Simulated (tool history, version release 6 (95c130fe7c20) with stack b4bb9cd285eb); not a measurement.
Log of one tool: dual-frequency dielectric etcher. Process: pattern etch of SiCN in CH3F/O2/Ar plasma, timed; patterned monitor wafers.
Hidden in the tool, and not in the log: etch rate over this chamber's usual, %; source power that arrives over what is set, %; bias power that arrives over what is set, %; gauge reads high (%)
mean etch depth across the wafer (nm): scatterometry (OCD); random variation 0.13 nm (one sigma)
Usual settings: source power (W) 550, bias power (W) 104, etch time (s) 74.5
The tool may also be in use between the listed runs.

run,day,source power (W),bias power (W),etch time (s),wafers since the last listed run,hours since the last wet clean,hours since the last source power generator calibration,hours since the last bias power generator calibration,hours since the last upper electrode change,hours since the gauge calibration,"read-back reference wafer on the same gauge, depth_nm",mean etch depth across the wafer (nm)
1,0,550,104,74.5,0,126.1,3523.2,5086.8,2691.7,289.3,37.93,37.04
2,1.288,550,104,74.5,436,157,3554.1,5117.7,2722.6,320.2,37.92,37.12
3,2.696,550,104,74.5,477,190.8,3587.9,5151.5,2756.4,354,37.88,36.94
4,3.412,550,104,74.5,242,208,3605.1,5168.7,2773.6,371.2,37.92,36.84
5,4.329,550,104,74.5,310,230,3627.1,5190.7,2795.6,393.2,37.91,36.87
6,4.925,550,104,74.5,201,244.3,3641.4,5205,2809.9,407.5,37.88,36.77
7,5.846,550,104,74.5,311,266.4,3663.5,5227.1,2832,429.6,37.9,36.85
# day 8.162: bias power generator calibrated
8,8.233,550,104,74.5,752,323.7,3720.8,1.7,2889.3,486.9,37.87,36.64
9,9.696,550,104,74.5,495,358.8,3755.9,36.8,2924.4,522,37.88,36.59
10,10.633,550,104,74.5,317,381.3,3778.4,59.3,2946.9,544.5,37.86,36.67
# day 11.058: source power generator calibrated
11,11.538,550,104,74.5,249,403,11.5,81,2968.6,566.2,37.89,36.81
12,12.512,550,104,74.5,330,426.4,34.9,104.4,2992,589.6,37.9,36.6
# day 13.392: gauge calibrated
13,13.525,550,104,82.5,342,450.7,59.2,128.7,3016.3,3.2,37.9,40.47
14,14.758,630,94,85.5,417,480.3,88.8,158.3,3045.9,32.8,37.92,42.78
# day 16: wet clean of the chamber
# day 16.746: upper electrode replaced
15,16.767,550,104,74.5,88,18.4,137,206.5,0.5,81,37.92,35.95
16,16.779,550,104,74.5,4,18.7,137.3,206.8,0.8,81.3,37.91,35.96
17,17.538,650,121,74.5,256,36.9,155.5,225,19,99.5,37.89,39.21
18,18.621,630,78,54,366,62.9,181.5,251,45,125.5,37.9,25.43
# day 20.921: wet clean of the chamber, repeated, since the last time left the tool worse
19,20.942,550,104,94,447,0.5,237.2,306.7,100.7,181.2,37.92,46.73
20,20.962,650,82,58.5,7,1,237.7,307.2,101.2,181.7,37.91,29.04
21,21.712,550,116,93.5,254,19,255.7,325.2,119.2,199.7,37.91,47.62
22,22.775,550,104,74.5,359,44.5,281.2,350.7,144.7,225.2,37.91,37
23,24.271,500,86,74.5,506,80.4,317.1,386.6,180.6,261.1,37.9,34.31
24,25.012,550,104,74.5,251,98.2,334.9,404.4,198.4,278.9,37.91,37.01
25,26.204,430,81,92,403,126.8,363.5,433,227,307.5,37.91,40.27
26,26.721,670,104,58,175,139.2,375.9,445.4,239.4,319.9,37.89,30.76
27,28.162,550,104,74.5,488,173.8,410.5,480,274,354.5,37.91,36.8
28,29.479,550,104,74.5,446,205.4,442.1,511.6,305.6,386.1,37.89,36.93
29,30.679,550,104,74.5,406,234.2,470.9,540.4,334.4,414.9,37.89,36.82
30,31.596,550,104,80.5,310,256.2,492.9,562.4,356.4,436.9,37.9,39.82
31,32.183,590,104,74.5,199,270.3,507,576.5,370.5,451,37.89,37.53

Some steps in mean etch depth across the wafer (nm) between neighbouring runs. How much of each would the tool show without its hidden state too (settings, what came in, random variation), and how much is left for the hidden state, with any gauge scatter that isn't in both results?
Run 14 -> 15: source power (W) 630 -> 550, bias power (W) 94 -> 104, etch time (s) 85.5 -> 74.5, wet clean of the chamber, upper electrode replaced. mean etch depth across the wafer (nm) -6.83: hidden state -0.5, all else -6.33.
Run 17 -> 18: source power (W) 650 -> 630, bias power (W) 121 -> 78, etch time (s) 74.5 -> 54. mean etch depth across the wafer (nm) -13.78: hidden state +0.35, all else -14.13.
Run 18 -> 19: source power (W) 630 -> 550, bias power (W) 78 -> 104, etch time (s) 54 -> 94, wet clean of the chamber, repeated, since the last time left the tool worse. mean etch depth across the wafer (nm) +21.3: hidden state +0.85, all else +20.45.
Run 19 -> 20: source power (W) 550 -> 650, bias power (W) 104 -> 82, etch time (s) 94 -> 58.5. mean etch depth across the wafer (nm) -17.69: hidden state -0.06, all else -17.63.
Run 20 -> 21: source power (W) 650 -> 550, bias power (W) 82 -> 116, etch time (s) 58.5 -> 93.5. mean etch depth across the wafer (nm) +18.58: hidden state +0.03, all else +18.55.
